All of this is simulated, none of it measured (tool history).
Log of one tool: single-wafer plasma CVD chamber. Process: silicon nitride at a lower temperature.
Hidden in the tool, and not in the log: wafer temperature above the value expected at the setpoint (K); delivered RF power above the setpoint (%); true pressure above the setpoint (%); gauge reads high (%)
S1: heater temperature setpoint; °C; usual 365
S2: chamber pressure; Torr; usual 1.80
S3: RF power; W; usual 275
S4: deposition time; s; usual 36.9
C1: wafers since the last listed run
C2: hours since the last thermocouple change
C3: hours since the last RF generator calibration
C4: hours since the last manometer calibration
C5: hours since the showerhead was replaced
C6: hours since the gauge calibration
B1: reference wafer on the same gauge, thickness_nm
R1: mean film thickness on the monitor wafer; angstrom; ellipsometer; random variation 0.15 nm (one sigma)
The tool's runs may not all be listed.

| run | day | S1 | S2 | S3 | S4 | C1 | C2 | C3 | C4 | C5 | C6 | B1 | R1 |
|---|---|---|---|---|---|---|---|---|---|---|---|---|---|
| 1 | 0.000 | 365 | 1.91 | 275 | 36.9 | 0 | 225.5 | 565.3 | 264.4 | 6660.8 | 1035.7 | 39.512 | 404.00 |
| 2 | 3.838 | 365 | 1.80 | 275 | 33.8 | 1676 | 317.6 | 657.4 | 356.5 | 6752.9 | 1127.8 | 39.495 | 360.24 |
| 3 | 6.971 | 365 | 1.80 | 275 | 36.9 | 1368 | 392.8 | 732.6 | 431.7 | 6828.1 | 1203.0 | 39.507 | 395.37 |
| 4 | 8.654 | 365 | 1.80 | 275 | 36.9 | 735 | 433.2 | 773.0 | 472.1 | 6868.5 | 1243.4 | 39.457 | 395.36 |
| 5 | 11.908 | 365 | 1.80 | 275 | 36.9 | 1421 | 511.3 | 851.1 | 550.2 | 6946.6 | 1321.5 | 39.496 | 391.87 |
| 6 | 20.025 | 365 | 1.80 | 275 | 36.9 | 3546 | 706.1 | 1045.9 | 745.0 | 7141.4 | 1516.3 | 39.513 | 394.21 |
| 7 | 23.104 | 365 | 1.80 | 275 | 36.9 | 1345 | 780.0 | 1119.8 | 818.9 | 7215.3 | 1590.2 | 39.498 | 394.52 |
|  | 23.942 | gauge calibrated |
| 8 | 27.125 | 365 | 1.80 | 275 | 36.9 | 1756 | 876.5 | 1216.3 | 915.4 | 7311.8 | 76.4 | 39.481 | 393.52 |
| 9 | 30.633 | 365 | 1.80 | 275 | 36.9 | 1532 | 960.7 | 1300.5 | 999.6 | 7396.0 | 160.6 | 39.493 | 394.42 |
|  | 31.721 | thermocouple changed; heater temperature recalibrated |
| 10 | 32.208 | 353 | 1.80 | 260 | 42.0 | 542 | 11.7 | 1338.3 | 1037.4 | 7433.8 | 198.4 | 39.511 | 436.12 |
| 11 | 40.054 | 365 | 1.80 | 300 | 36.9 | 3427 | 200.0 | 1526.6 | 1225.7 | 7622.1 | 386.7 | 39.512 | 417.20 |
| 12 | 43.154 | 375 | 1.80 | 235 | 36.9 | 1354 | 274.4 | 1601.0 | 1300.1 | 7696.5 | 461.1 | 39.502 | 350.52 |
|  | 45.517 | RF generator calibrated |
|  | 45.829 | showerhead replaced |
| 13 | 47.608 | 359 | 1.96 | 250 | 36.9 | 1663 | 381.3 | 50.2 | 1407.0 | 42.7 | 568.0 | 39.494 | 395.06 |
| 14 | 49.642 | 365 | 1.80 | 275 | 36.9 | 888 | 430.1 | 99.0 | 1455.8 | 91.5 | 616.8 | 39.529 | 406.46 |
|  | 53.208 | capacitance manometer re-zeroed and calibrated |
| 15 | 53.646 | 365 | 1.80 | 275 | 36.9 | 1603 | 526.2 | 195.1 | 10.5 | 187.6 | 712.9 | 39.493 | 394.98 |
| 16 | 55.983 | 365 | 1.40 | 275 | 36.9 | 1021 | 582.3 | 251.2 | 66.6 | 243.7 | 769.0 | 39.498 | 343.69 |
| 17 | 59.871 | 376 | 1.80 | 275 | 33.7 | 1698 | 675.6 | 344.5 | 159.9 | 337.0 | 862.3 | 39.519 | 358.03 |
| 18 | 71.433 | 365 | 1.80 | 275 | 33.5 | 5051 | 953.1 | 622.0 | 437.4 | 614.5 | 1139.8 | 39.511 | 360.84 |

What the log doesn't show, run by run:
wafer temperature above the value expected at the setpoint (K): 0 in every run
gauge reads high (%): 0 in every run
H1: delivered RF power above the setpoint (%)
H2: true pressure above the setpoint (%)
| run | H1 | H2 |
|---|---|---|
| 1 | -1.72 | 1.07 |
| 2 | -1.95 | 1.53 |
| 3 | -2.13 | 1.91 |
| 4 | -2.22 | 2.11 |
| 5 | -2.41 | 2.51 |
| 6 | -2.88 | 3.48 |
| 7 | -3.06 | 3.85 |
| 8 | -3.29 | 4.34 |
| 9 | -3.49 | 4.76 |
| 10 | -3.58 | 4.95 |
| 11 | -4.04 | 5.89 |
| 12 | -4.22 | 6.26 |
| 13 | -0.152 | 6.8 |
| 14 | -0.269 | 7.04 |
| 15 | -0.501 | 0.0817 |
| 16 | -0.636 | 0.363 |
| 17 | -0.86 | 0.83 |
| 18 | -1.53 | 2.22 |

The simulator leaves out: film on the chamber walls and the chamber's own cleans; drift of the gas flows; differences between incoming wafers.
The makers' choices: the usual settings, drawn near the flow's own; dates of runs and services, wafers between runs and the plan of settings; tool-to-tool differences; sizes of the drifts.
